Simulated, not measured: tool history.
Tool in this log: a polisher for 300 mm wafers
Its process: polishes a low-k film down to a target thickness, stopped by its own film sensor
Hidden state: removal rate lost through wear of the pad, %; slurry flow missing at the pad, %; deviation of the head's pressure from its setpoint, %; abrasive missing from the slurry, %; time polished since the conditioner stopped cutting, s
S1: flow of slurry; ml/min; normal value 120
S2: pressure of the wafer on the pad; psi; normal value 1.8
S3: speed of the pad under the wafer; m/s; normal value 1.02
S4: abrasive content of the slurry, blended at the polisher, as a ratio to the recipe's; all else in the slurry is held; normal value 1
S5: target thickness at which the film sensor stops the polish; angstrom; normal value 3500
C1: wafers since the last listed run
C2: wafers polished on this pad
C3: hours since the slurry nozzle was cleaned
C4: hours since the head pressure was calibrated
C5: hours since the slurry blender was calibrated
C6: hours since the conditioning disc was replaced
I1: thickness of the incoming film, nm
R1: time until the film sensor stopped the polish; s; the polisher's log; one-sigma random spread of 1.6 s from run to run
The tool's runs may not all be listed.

Run 1, hour 0: usual settings; C1 0; C2 756; C3 776.9; C4 1009.6; C5 155.9; C6 140.9; I1 392. Result: R1 100.7 s.
Run 2, hour 18.2: usual settings; C1 124; C2 881; C3 795.1; C4 1027.8; C5 174.1; C6 159.1; I1 385.3. Result: R1 86.1 s.
At hour 22: slurry nozzle cleaned.
At hour 31.5: conditioning disc replaced and pad reconditioned.
At hour 38.5: head pressure recalibrated.
Run 3, hour 45.1: usual settings; C1 149; C2 1030; C3 23.1; C4 6.6; C5 201; C6 13.6; I1 391. Result: R1 91.1 s.
Run 4, hour 62.8: usual settings; C1 120; C2 1151; C3 40.8; C4 24.3; C5 218.7; C6 31.3; I1 388.1. Result: R1 85.6 s.
At hour 85.3: worn pad replaced by a new one.
At hour 85.3: slurry blender recalibrated.
Run 5, hour 98.2: usual settings; C1 214; C2 87; C3 76.2; C4 59.7; C5 12.9; C6 66.7; I1 387.7. Result: R1 84.4 s.
Run 6, hour 119.2: usual settings; C1 143; C2 231; C3 97.2; C4 80.7; C5 33.9; C6 87.7; I1 388.5. Result: R1 83.8 s.
Run 7, hour 213: usual settings but S1 80 ml/min, S2 2.3 psi, S3 1.3 m/s, S4 0.75; C1 640; C2 871; C3 191; C4 174.5; C5 127.7; C6 181.5; I1 391.9. Result: R1 68.5 s.
At hour 235.8: conditioning disc replaced and pad reconditioned.
Run 8, hour 240.1: usual settings but S3 1.16 m/s; C1 171; C2 1042; C3 218.1; C4 201.6; C5 154.8; C6 4.3; I1 388.8. Result: R1 78.1 s.
Run 9, hour 271.9: usual settings but S2 1.4 psi, S4 0.75, S5 3570 angstrom; C1 216; C2 1259; C3 249.9; C4 233.4; C5 186.6; C6 36.1; I1 388.3. Result: R1 92 s.
At hour 288.3: worn pad replaced by a new one.
Run 10, hour 292.5: usual settings; C1 113; C2 28; C3 270.5; C4 254; C5 207.2; C6 56.7; I1 386. Result: R1 81.5 s.
At hour 303.7: slurry blender recalibrated.
Run 11, hour 317.6: usual settings but S1 80 ml/min, S2 2.2 psi; C1 157; C2 186; C3 295.6; C4 279.1; C5 13.9; C6 81.8; I1 384.5. Result: R1 70.5 s.
Run 12, hour 334.9: usual settings; C1 118; C2 304; C3 312.9; C4 296.4; C5 31.2; C6 99.1; I1 390.7. Result: R1 95.1 s.
Run 13, hour 366.8: usual settings but S1 150 ml/min, S2 2.2 psi, S4 0.85, S5 3410 angstrom; C1 217; C2 522; C3 344.8; C4 328.3; C5 63.1; C6 131; I1 391. Result: R1 96.6 s.
Run 14, hour 383: usual settings but S1 110 ml/min, S2 1.3 psi, S4 1.15; C1 110; C2 632; C3 361; C4 344.5; C5 79.3; C6 147.2; I1 392.9. Result: R1 123 s.
At hour 411.7: conditioning disc replaced and pad reconditioned.
Run 15, hour 413.8: usual settings; C1 196; C2 829; C3 391.8; C4 375.3; C5 110.1; C6 2.1; I1 383.9. Result: R1 76.2 s.

Expected results for the next run?
Run 16, hour 438: usual settings; C1 165; C2 994; C3 416; C4 399.5; C5 134.3; C6 26.3; I1 392.9. Result: R1 ?.

For run 16 the tool returned R1 97.9 s.
Without the tool's hidden state the same run would have given R1 96.2 s.
